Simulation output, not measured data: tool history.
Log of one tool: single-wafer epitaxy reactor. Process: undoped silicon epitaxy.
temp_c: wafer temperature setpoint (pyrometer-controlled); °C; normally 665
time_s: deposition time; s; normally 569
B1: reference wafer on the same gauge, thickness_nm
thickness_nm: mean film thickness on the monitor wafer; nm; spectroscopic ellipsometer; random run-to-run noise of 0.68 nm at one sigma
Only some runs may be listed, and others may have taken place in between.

{"run": 1, "day": 0.0, "temp_c": 665, "time_s": 569, "B1": 101.052, "thickness_nm": 121.605}
{"day": 0.862, "done": "gauge calibrated"}
{"run": 2, "day": 3.996, "temp_c": 665, "time_s": 569, "B1": 101.075, "thickness_nm": 120.77}
{"run": 3, "day": 10.375, "temp_c": 665, "time_s": 569, "B1": 101.03, "thickness_nm": 119.806}
{"day": 13.242, "done": "pyrometer calibrated"}
{"run": 4, "day": 14.012, "temp_c": 655, "time_s": 623, "B1": 101.06, "thickness_nm": 110.275}
{"run": 5, "day": 15.979, "temp_c": 655, "time_s": 623, "B1": 100.958, "thickness_nm": 110.179}
{"run": 6, "day": 19.8, "temp_c": 655, "time_s": 623, "B1": 100.906, "thickness_nm": 109.744}
{"run": 7, "day": 22.196, "temp_c": 665, "time_s": 569, "B1": 101.088, "thickness_nm": 120.606}
{"run": 8, "day": 24.3, "temp_c": 655, "time_s": 623, "B1": 100.896, "thickness_nm": 109.454}
{"day": 27.571, "done": "gauge calibrated"}
{"run": 9, "day": 28.467, "temp_c": 680, "time_s": 485, "B1": 101.04, "thickness_nm": 135.64}
{"run": 10, "day": 31.529, "temp_c": 660, "time_s": 569, "B1": 101.082, "thickness_nm": 109.877}
{"run": 11, "day": 33.433, "temp_c": 651, "time_s": 495, "B1": 101.042, "thickness_nm": 81.176}
{"run": 12, "day": 37.3, "temp_c": 658, "time_s": 569, "B1": 101.13, "thickness_nm": 106.124}
{"run": 13, "day": 39.0, "temp_c": 665, "time_s": 569, "B1": 100.917, "thickness_nm": 120.922}
{"run": 14, "day": 42.625, "temp_c": 659, "time_s": 569, "B1": 100.807, "thickness_nm": 108.266}

Give the tool's hidden conditions for every run:
wafer temperature above the value expected at the setpoint (K): 0 across all the runs
gauge reads high (%): 0 across all the runs
